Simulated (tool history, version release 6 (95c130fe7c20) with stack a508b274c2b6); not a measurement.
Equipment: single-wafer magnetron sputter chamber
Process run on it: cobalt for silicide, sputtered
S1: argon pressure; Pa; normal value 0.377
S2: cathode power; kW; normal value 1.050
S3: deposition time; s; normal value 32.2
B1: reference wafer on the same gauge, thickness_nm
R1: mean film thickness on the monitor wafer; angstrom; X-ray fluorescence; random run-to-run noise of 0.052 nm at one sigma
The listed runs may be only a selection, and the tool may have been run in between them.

run,hour,S1,S2,S3,B1,R1
1,0.0,0.334,1.050,35.3,17.802,185.51
# hour 9.6: sputter target and shields replaced
2,14.1,0.377,1.050,32.2,17.794,172.13
3,32.0,0.377,1.050,32.2,17.792,172.15
4,47.7,0.377,1.050,32.2,17.788,172.41
5,63.8,0.377,1.050,32.2,17.800,171.56
6,72.6,0.377,1.050,32.2,17.802,171.91
7,85.0,0.377,1.050,32.2,17.802,171.23
8,98.3,0.377,1.050,32.2,17.805,171.23
9,113.1,0.377,1.200,32.2,17.798,192.74
10,126.3,0.377,1.200,32.2,17.800,192.13
11,139.9,0.377,1.050,32.2,17.802,170.73
12,157.3,0.377,1.050,32.2,17.790,170.20
13,170.4,0.377,1.050,29.8,17.803,157.15
14,216.8,0.472,1.050,32.2,17.790,163.81
# hour 224.1: gauge calibrated
15,232.7,0.377,1.050,32.2,17.802,167.09
# hour 253.0: capacitance manometer re-zeroed and calibrated
16,253.5,0.513,1.050,32.2,17.817,161.52
# hour 264.2: sputter target and shields replaced
17,264.7,0.328,1.200,32.2,17.805,196.49
# hour 281.6: magnet pack replaced
18,282.1,0.329,0.850,34.5,17.801,155.59
19,282.4,0.377,1.050,32.2,17.820,171.54
20,296.5,0.513,1.050,32.2,17.766,166.67
21,313.5,0.242,1.150,37.3,17.792,224.41
22,327.0,0.377,1.200,32.2,17.798,192.74
23,335.3,0.422,1.200,27.7,17.812,163.85
24,345.7,0.229,1.050,32.2,17.786,178.25
25,357.8,0.377,1.050,32.2,17.775,171.66
26,374.2,0.512,1.050,32.2,17.800,165.51
27,389.6,0.377,1.050,29.8,17.797,157.27
28,403.8,0.227,1.250,32.2,17.811,205.50
29,421.5,0.460,1.050,27.1,17.802,139.92

Predict each of these 4 candidate next runs independently; none follows another, all start after run 29:
A,421.9,0.377,1.050,32.2,?,?
B,421.9,0.377,1.050,27.3,?,?
C,421.9,0.300,1.250,27.4,?,?
D,421.9,0.489,0.950,36.0,?,?

run,B1,R1
A,17.787,169.84
B,17.787,143.99
C,17.787,171.84
D,17.787,169.30
With the hidden condition removed and each run's random variation left untouched, the same runs would have given:
run,R1
A,172.29
B,146.07
C,174.33
D,171.74
